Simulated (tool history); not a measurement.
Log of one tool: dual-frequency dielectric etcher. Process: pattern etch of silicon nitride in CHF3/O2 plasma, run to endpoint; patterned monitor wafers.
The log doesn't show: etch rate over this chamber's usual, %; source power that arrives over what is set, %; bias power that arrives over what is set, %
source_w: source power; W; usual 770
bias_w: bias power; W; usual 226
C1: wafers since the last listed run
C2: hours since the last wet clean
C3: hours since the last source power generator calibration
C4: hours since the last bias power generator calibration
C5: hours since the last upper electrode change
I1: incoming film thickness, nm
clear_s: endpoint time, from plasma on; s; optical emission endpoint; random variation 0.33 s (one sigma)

Run 1, hour 0.0: usual settings; C1 0; C2 409.0; C3 1762.4; C4 1185.0; C5 2738.8; I1 90.0. Result: clear_s 49.5 s.
Run 2, hour 28.6: usual settings; C1 347; C2 437.6; C3 1791.0; C4 1213.6; C5 2767.4; I1 89.6. Result: clear_s 49.2 s.
At hour 59.7: wet clean of the chamber.
Run 3, hour 60.2: usual settings; C1 92; C2 0.5; C3 1822.6; C4 1245.2; C5 2799.0; I1 90.1. Result: clear_s 47.1 s.
Run 4, hour 109.5: usual settings but source_w 640 W, bias_w 191 W; C1 598; C2 49.8; C3 1871.9; C4 1294.5; C5 2848.3; I1 89.4. Result: clear_s 52.7 s.
Run 5, hour 309.5: usual settings; C1 2428; C2 249.8; C3 2071.9; C4 1494.5; C5 3048.3; I1 90.4. Result: clear_s 47.7 s.
At hour 323.1: source power generator calibrated.
Run 6, hour 340.0: usual settings; C1 321; C2 280.3; C3 16.9; C4 1525.0; C5 3078.8; I1 90.5. Result: clear_s 49.0 s.
Run 7, hour 373.9: usual settings; C1 411; C2 314.2; C3 50.8; C4 1558.9; C5 3112.7; I1 90.0. Result: clear_s 48.5 s.
Run 8, hour 458.8: usual settings; C1 1030; C2 399.1; C3 135.7; C4 1643.8; C5 3197.6; I1 88.7. Result: clear_s 48.3 s.
At hour 516.1: wet clean of the chamber.
Run 9, hour 521.8: usual settings; C1 473; C2 5.7; C3 198.7; C4 1706.8; C5 3260.6; I1 90.0. Result: clear_s 47.2 s.
Run 10, hour 555.4: usual settings but source_w 630 W; C1 407; C2 39.3; C3 232.3; C4 1740.4; C5 3294.2; I1 89.5. Result: clear_s 49.9 s.
Run 11, hour 613.2: usual settings but source_w 630 W; C1 701; C2 97.1; C3 290.1; C4 1798.2; C5 3352.0; I1 89.7. Result: clear_s 50.2 s.
At hour 677.8: upper electrode replaced, of another model than before.
Run 12, hour 678.3: usual settings but source_w 630 W; C1 499; C2 162.2; C3 355.2; C4 1863.3; C5 0.5; I1 89.6. Result: clear_s 49.9 s.
At hour 696.9: bias power generator calibrated.
Run 13, hour 731.2: usual settings but source_w 710 W; C1 593; C2 215.1; C3 408.1; C4 34.3; C5 53.4; I1 89.7. Result: clear_s 49.1 s.
Run 14, hour 908.9: usual settings but source_w 720 W, bias_w 250 W; C1 2157; C2 392.8; C3 585.8; C4 212.0; C5 231.1; I1 89.0. Result: clear_s 47.0 s.
At hour 988.8: wet clean of the chamber.
Run 15, hour 989.3: usual settings; C1 684; C2 0.5; C3 666.2; C4 292.4; C5 311.5; I1 89.8. Result: clear_s 47.0 s.
Run 16, hour 1036.8: usual settings but source_w 710 W, bias_w 190 W; C1 576; C2 48.0; C3 713.7; C4 339.9; C5 359.0; I1 88.8. Result: clear_s 53.1 s.
Run 17, hour 1075.6: usual settings but source_w 590 W, bias_w 205 W; C1 471; C2 86.8; C3 752.5; C4 378.7; C5 397.8; I1 89.7. Result: clear_s 52.8 s.
Run 18, hour 1138.9: usual settings but source_w 610 W, bias_w 248 W; C1 768; C2 150.1; C3 815.8; C4 442.0; C5 461.1; I1 89.6. Result: clear_s 47.2 s.
Run 19, hour 1174.2: usual settings but source_w 580 W; C1 428; C2 185.4; C3 851.1; C4 477.3; C5 496.4; I1 89.8. Result: clear_s 50.9 s.
Run 20, hour 1204.0: usual settings but source_w 880 W, bias_w 204 W; C1 361; C2 215.2; C3 880.9; C4 507.1; C5 526.2; I1 89.6. Result: clear_s 49.5 s.
Run 21, hour 1248.3: usual settings but bias_w 248 W; C1 537; C2 259.5; C3 925.2; C4 551.4; C5 570.5; I1 89.3. Result: clear_s 45.5 s.
Run 22, hour 1287.0: usual settings but source_w 700 W, bias_w 279 W; C1 469; C2 298.2; C3 963.9; C4 590.1; C5 609.2; I1 89.5. Result: clear_s 43.0 s.
Run 23, hour 1347.7: usual settings; C1 737; C2 358.9; C3 1024.6; C4 650.8; C5 669.9; I1 89.7. Result: clear_s 48.4 s.
Run 24, hour 1404.7: usual settings but bias_w 173 W; C1 692; C2 415.9; C3 1081.6; C4 707.8; C5 726.9; I1 90.0. Result: clear_s 58.9 s.
Run 25, hour 1433.0: usual settings but bias_w 191 W; C1 343; C2 444.2; C3 1109.9; C4 736.1; C5 755.2; I1 89.8. Result: clear_s 54.4 s.
At hour 1522.9: wet clean of the chamber.
Run 26, hour 1523.4: usual settings; C1 806; C2 0.5; C3 1200.3; C4 826.5; C5 845.6; I1 88.8. Result: clear_s 47.5 s.
Run 27, hour 1542.7: usual settings; C1 234; C2 19.8; C3 1219.6; C4 845.8; C5 864.9; I1 90.0. Result: clear_s 47.6 s.
Run 28, hour 1578.3: usual settings but source_w 840 W, bias_w 258 W; C1 432; C2 55.4; C3 1255.2; C4 881.4; C5 900.5; I1 90.5. Result: clear_s 44.1 s.
Run 29, hour 1631.2: usual settings; C1 642; C2 108.3; C3 1308.1; C4 934.3; C5 953.4; I1 88.5. Result: clear_s 48.3 s.
Run 30, hour 1698.6: usual settings but source_w 670 W, bias_w 277 W; C1 818; C2 175.7; C3 1375.5; C4 1001.7; C5 1020.8; I1 89.1. Result: clear_s 44.4 s.
Run 31, hour 1759.2: usual settings but source_w 870 W, bias_w 184 W; C1 735; C2 236.3; C3 1436.1; C4 1062.3; C5 1081.4; I1 89.7. Result: clear_s 54.7 s.
Run 32, hour 1814.9: usual settings but source_w 870 W, bias_w 178 W; C1 676; C2 292.0; C3 1491.8; C4 1118.0; C5 1137.1; I1 89.8. Result: clear_s 56.1 s.
Run 33, hour 1850.2: usual settings but bias_w 200 W; C1 428; C2 327.3; C3 1527.1; C4 1153.3; C5 1172.4; I1 89.4. Result: clear_s 53.5 s.
Run 34, hour 1903.9: usual settings; C1 652; C2 381.0; C3 1580.8; C4 1207.0; C5 1226.1; I1 89.6. Result: clear_s 49.9 s.
Run 35, hour 1942.6: usual settings but source_w 660 W, bias_w 244 W; C1 469; C2 419.7; C3 1619.5; C4 1245.7; C5 1264.8; I1 89.4. Result: clear_s 49.5 s.
Run 36, hour 1994.1: usual settings; C1 625; C2 471.2; C3 1671.0; C4 1297.2; C5 1316.3; I1 88.7. Result: clear_s 49.5 s.

Measured less the same run without the tool's hidden state. The same run-to-run variation is in both; the gauge's scatter may not be:
run  clear_s
  1     +1.7
  2     +1.9
  3     -0.4
  4     -0.2
  5     +0.7
  6     +1.0
  7     +1.1
  8     +1.5
  9     -0.1
 10     +0.1
 11     +0.4
 12     +0.7
 13     +0.9
 14     +1.8
 15     -0.5
 16     -0.3
 17     +0.0
 18     +0.3
 19     +0.5
 20     +0.7
 21     +0.8
 22     +0.9
 23     +1.3
 24     +2.0
 25     +1.9
 26     +0.6
 27     +0.6
 28     +0.7
 29     +1.1
 30     +1.3
 31     +1.9
 32     +2.3
 33     +2.4
 34     +2.5
 35     +2.7
 36     +2.9
